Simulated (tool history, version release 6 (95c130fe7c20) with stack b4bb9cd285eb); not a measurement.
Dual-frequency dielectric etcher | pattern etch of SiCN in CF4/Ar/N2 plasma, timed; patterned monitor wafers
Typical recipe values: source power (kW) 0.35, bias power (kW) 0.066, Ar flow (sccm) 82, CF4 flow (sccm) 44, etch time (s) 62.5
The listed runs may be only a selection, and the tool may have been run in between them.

run	hour	source power (kW)	bias power (kW)	Ar flow (sccm)	CF4 flow (sccm)	etch time (s)	read-back reference wafer on the same gauge, depth_nm	mean etch depth across the wafer (nm)
1	0	0.35	0.059	82	37	62.5	36.38	38.07
# hour 16.7: bias power generator calibrated
2	23.2	0.43	0.056	82	34	62.5	36.42	41.69
3	54.1	0.35	0.078	101	52	47.5	36.4	31
4	74.7	0.35	0.066	82	44	62.5	36.4	39.86
5	91.9	0.35	0.081	82	44	68.5	36.36	46.12
6	117.3	0.35	0.061	64	44	62.5	36.41	41.24
7	145.5	0.32	0.066	82	53	52.5	36.4	32.88
8	175.9	0.35	0.066	93	44	62.5	36.48	39.39
9	211.3	0.35	0.074	93	47	52	36.38	34.31
10	241.7	0.32	0.066	82	44	62.5	36.42	38.47
11	268.2	0.35	0.066	93	44	62.5	36.42	39.54
12	291.6	0.35	0.066	82	50	62.5	36.46	41.6
13	313.6	0.41	0.066	82	50	55.5	36.34	40.52
14	346.1	0.44	0.066	82	44	78.5	36.4	59.39
15	363.2	0.3	0.066	82	44	57.5	36.39	34.52
16	375.9	0.44	0.066	82	44	78.5	36.5	59.96
# hour 416.6: wet clean of the chamber
17	417.1	0.28	0.078	82	35	62.5	36.4	34.73
18	448.7	0.35	0.071	82	44	62.5	36.38	40.16
19	482	0.35	0.066	93	36	77.5	36.39	47.08
20	498.2	0.35	0.066	90	44	79	36.39	49.2

Forecast each of these 5 alternatives for the next run:
A	498.6	0.35	0.066	97	44	62.5	?	?
B	498.6	0.27	0.074	82	39	51.5	?	?
C	498.6	0.35	0.081	82	39	62.5	?	?
D	498.6	0.35	0.057	82	44	78.5	?	?
E	498.6	0.35	0.066	82	44	75	?	?

run	read-back reference wafer on the same gauge, depth_nm	mean etch depth across the wafer (nm)
A	36.35	38.6
B	36.35	28.43
C	36.35	40.79
D	36.35	48.55
E	36.35	47.69
Stripped of hidden state, with their random variation kept, the same runs would have yielded:
run	mean etch depth across the wafer (nm)
A	38.04
B	28.01
C	40.2
D	47.84
E	46.99
